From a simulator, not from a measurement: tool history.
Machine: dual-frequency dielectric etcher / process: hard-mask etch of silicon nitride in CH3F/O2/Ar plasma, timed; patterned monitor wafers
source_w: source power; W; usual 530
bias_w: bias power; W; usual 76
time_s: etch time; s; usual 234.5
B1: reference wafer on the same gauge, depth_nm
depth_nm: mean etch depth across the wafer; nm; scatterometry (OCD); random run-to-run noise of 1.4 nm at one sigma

run 1 hour=0.0 | source_w=610 bias_w=76 time_s=192.0 | B1=233.9 | depth_nm=172.7
run 2 hour=80.8 | source_w=610 bias_w=76 time_s=192.0 | B1=234.4 | depth_nm=170.7
run 3 hour=137.3 | source_w=530 bias_w=76 time_s=234.5 | B1=233.8 | depth_nm=200.1
run 4 hour=234.9 | source_w=530 bias_w=76 time_s=234.5 | B1=234.3 | depth_nm=201.3
run 5 hour=327.2 | source_w=530 bias_w=76 time_s=234.5 | B1=234.3 | depth_nm=198.6
-- hour=422.4 source power generator calibrated
run 6 hour=422.9 | source_w=530 bias_w=76 time_s=234.5 | B1=234.1 | depth_nm=198.0
-- hour=497.6 wet clean of the chamber
run 7 hour=511.7 | source_w=530 bias_w=76 time_s=234.5 | B1=233.6 | depth_nm=201.5
run 8 hour=579.9 | source_w=530 bias_w=76 time_s=234.5 | B1=234.2 | depth_nm=197.0
run 9 hour=628.5 | source_w=530 bias_w=76 time_s=234.5 | B1=234.0 | depth_nm=200.1
run 10 hour=702.9 | source_w=530 bias_w=76 time_s=234.5 | B1=234.1 | depth_nm=201.2
-- hour=774.2 upper electrode replaced
run 11 hour=774.7 | source_w=530 bias_w=76 time_s=289.5 | B1=234.1 | depth_nm=248.8
run 12 hour=839.2 | source_w=530 bias_w=76 time_s=234.5 | B1=233.8 | depth_nm=197.2
run 13 hour=947.0 | source_w=530 bias_w=66 time_s=176.5 | B1=233.5 | depth_nm=139.4
-- hour=1024.2 bias power generator calibrated
-- hour=1076.4 wet clean of the chamber
run 14 hour=1076.9 | source_w=410 bias_w=64 time_s=253.0 | B1=233.8 | depth_nm=180.6
run 15 hour=1163.6 | source_w=610 bias_w=76 time_s=234.5 | B1=234.0 | depth_nm=211.4
run 16 hour=1250.8 | source_w=530 bias_w=76 time_s=304.0 | B1=234.1 | depth_nm=258.5
-- hour=1332.8 gauge calibrated
run 17 hour=1338.4 | source_w=530 bias_w=76 time_s=234.5 | B1=234.4 | depth_nm=199.4
run 18 hour=1397.2 | source_w=620 bias_w=57 time_s=298.5 | B1=233.9 | depth_nm=234.7
run 19 hour=1466.3 | source_w=530 bias_w=76 time_s=234.5 | B1=234.4 | depth_nm=196.0
run 20 hour=1526.1 | source_w=530 bias_w=76 time_s=234.5 | B1=234.4 | depth_nm=198.9
run 21 hour=1585.6 | source_w=530 bias_w=58 time_s=234.5 | B1=233.8 | depth_nm=173.4
run 22 hour=1625.7 | source_w=650 bias_w=62 time_s=261.0 | B1=234.4 | depth_nm=216.0
-- hour=1692.1 wet clean of the chamber
run 23 hour=1692.6 | source_w=530 bias_w=76 time_s=234.5 | B1=234.2 | depth_nm=198.0
run 24 hour=1889.0 | source_w=530 bias_w=76 time_s=257.5 | B1=234.3 | depth_nm=216.7
run 25 hour=1937.7 | source_w=530 bias_w=76 time_s=275.0 | B1=234.0 | depth_nm=233.2
run 26 hour=1996.0 | source_w=530 bias_w=76 time_s=255.0 | B1=234.1 | depth_nm=220.2
run 27 hour=2092.9 | source_w=490 bias_w=61 time_s=280.0 | B1=234.4 | depth_nm=207.4
run 28 hour=2174.2 | source_w=530 bias_w=76 time_s=234.5 | B1=233.6 | depth_nm=199.2
-- hour=2226.5 wet clean of the chamber
run 29 hour=2232.6 | source_w=530 bias_w=76 time_s=234.5 | B1=234.1 | depth_nm=197.9
run 30 hour=2283.5 | source_w=530 bias_w=76 time_s=234.5 | B1=234.0 | depth_nm=199.3
run 31 hour=2386.6 | source_w=630 bias_w=88 time_s=274.5 | B1=233.6 | depth_nm=267.7

Run-by-run hidden state of the tool:
etch rate over this chamber's usual, %: 0 across all the runs
source power that arrives over what is set, %: 0 across all the runs
bias power that arrives over what is set, %: 0 across all the runs
gauge reads high (%): 0 across all the runs
